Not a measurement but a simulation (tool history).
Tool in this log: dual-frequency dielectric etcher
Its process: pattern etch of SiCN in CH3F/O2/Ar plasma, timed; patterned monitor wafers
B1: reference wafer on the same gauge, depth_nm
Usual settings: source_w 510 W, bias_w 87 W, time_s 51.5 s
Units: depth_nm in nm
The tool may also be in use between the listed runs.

{"run": 1, "hour": 0.0, "source_w": 510, "bias_w": 87, "time_s": 41.5, "B1": 23.9, "depth_nm": 18.17}
{"run": 2, "hour": 12.6, "source_w": 510, "bias_w": 87, "time_s": 41.5, "B1": 23.88, "depth_nm": 18.08}
{"run": 3, "hour": 29.6, "source_w": 510, "bias_w": 87, "time_s": 51.5, "B1": 23.91, "depth_nm": 22.34}
{"run": 4, "hour": 62.2, "source_w": 510, "bias_w": 87, "time_s": 51.5, "B1": 23.91, "depth_nm": 22.18}
{"hour": 79.2, "done": "gauge calibrated"}
{"hour": 133.2, "done": "wet clean of the chamber"}
{"hour": 156.0, "done": "upper electrode replaced"}
{"hour": 160.2, "done": "source power generator calibrated"}
{"run": 5, "hour": 160.7, "source_w": 510, "bias_w": 87, "time_s": 51.5, "B1": 23.9, "depth_nm": 23.3}
{"run": 6, "hour": 169.8, "source_w": 450, "bias_w": 87, "time_s": 44.5, "B1": 23.93, "depth_nm": 19.4}
{"run": 7, "hour": 247.7, "source_w": 450, "bias_w": 87, "time_s": 44.5, "B1": 23.91, "depth_nm": 19.2}
{"run": 8, "hour": 281.6, "source_w": 510, "bias_w": 73, "time_s": 51.5, "B1": 23.92, "depth_nm": 21.01}
{"run": 9, "hour": 300.8, "source_w": 510, "bias_w": 87, "time_s": 51.5, "B1": 23.89, "depth_nm": 22.71}
{"run": 10, "hour": 331.3, "source_w": 640, "bias_w": 68, "time_s": 36.5, "B1": 23.89, "depth_nm": 15.41}
{"run": 11, "hour": 354.3, "source_w": 380, "bias_w": 79, "time_s": 41.5, "B1": 23.89, "depth_nm": 15.92}
{"run": 12, "hour": 383.5, "source_w": 470, "bias_w": 95, "time_s": 63.5, "B1": 23.9, "depth_nm": 28.51}
{"run": 13, "hour": 403.5, "source_w": 510, "bias_w": 69, "time_s": 51.5, "B1": 23.91, "depth_nm": 20.11}
{"hour": 419.3, "done": "bias power generator calibrated"}
{"run": 14, "hour": 433.6, "source_w": 620, "bias_w": 65, "time_s": 55.5, "B1": 23.91, "depth_nm": 22.03}
{"hour": 464.1, "done": "wet clean of the chamber"}
{"run": 15, "hour": 464.6, "source_w": 640, "bias_w": 95, "time_s": 66.5, "B1": 23.89, "depth_nm": 33.22}
{"run": 16, "hour": 478.1, "source_w": 510, "bias_w": 108, "time_s": 58.5, "B1": 23.9, "depth_nm": 28.93}
{"run": 17, "hour": 505.7, "source_w": 510, "bias_w": 87, "time_s": 51.5, "B1": 23.9, "depth_nm": 22.89}
{"run": 18, "hour": 526.7, "source_w": 610, "bias_w": 66, "time_s": 57.5, "B1": 23.9, "depth_nm": 23.57}
{"run": 19, "hour": 562.0, "source_w": 380, "bias_w": 87, "time_s": 51.5, "B1": 23.9, "depth_nm": 21.11}
{"run": 20, "hour": 596.6, "source_w": 420, "bias_w": 103, "time_s": 42, "B1": 23.9, "depth_nm": 18.88}
{"run": 21, "hour": 618.3, "source_w": 510, "bias_w": 98, "time_s": 36.5, "B1": 23.91, "depth_nm": 17.11}
{"run": 22, "hour": 653.6, "source_w": 510, "bias_w": 87, "time_s": 51.5, "B1": 23.89, "depth_nm": 22.6}
{"run": 23, "hour": 667.4, "source_w": 540, "bias_w": 94, "time_s": 51.5, "B1": 23.9, "depth_nm": 23.95}
{"run": 24, "hour": 689.8, "source_w": 510, "bias_w": 87, "time_s": 51.5, "B1": 23.91, "depth_nm": 22.69}
{"run": 25, "hour": 716.1, "source_w": 420, "bias_w": 73, "time_s": 38.5, "B1": 23.9, "depth_nm": 14.75}
{"run": 26, "hour": 748.7, "source_w": 510, "bias_w": 87, "time_s": 51.5, "B1": 23.91, "depth_nm": 22.45}
{"run": 27, "hour": 765.0, "source_w": 640, "bias_w": 73, "time_s": 51.5, "B1": 23.88, "depth_nm": 22.19}
{"run": 28, "hour": 781.1, "source_w": 630, "bias_w": 87, "time_s": 51.5, "B1": 23.92, "depth_nm": 23.83}
{"run": 29, "hour": 807.8, "source_w": 380, "bias_w": 79, "time_s": 41.5, "B1": 23.9, "depth_nm": 15.89}

Give the tool's hidden conditions for every run:
source power that arrives over what is set, %: 0, the same for each run
bias power that arrives over what is set, %: 0, the same for each run
gauge reads high (%): 0, the same for each run
H1: etch rate over this chamber's usual, %
run=1 H1=-3.92
run=2 H1=-4.06
run=3 H1=-4.26
run=4 H1=-4.62
run=5 H1=-0.766
run=6 H1=-0.869
run=7 H1=-1.75
run=8 H1=-2.13
run=9 H1=-2.35
run=10 H1=-2.7
run=11 H1=-2.96
run=12 H1=-3.29
run=13 H1=-3.51
run=14 H1=-3.85
run=15 H1=-0.621
run=16 H1=-0.774
run=17 H1=-1.09
run=18 H1=-1.32
run=19 H1=-1.72
run=20 H1=-2.11
run=21 H1=-2.36
run=22 H1=-2.76
run=23 H1=-2.91
run=24 H1=-3.17
run=25 H1=-3.47
run=26 H1=-3.83
run=27 H1=-4.02
run=28 H1=-4.2
run=29 H1=-4.5
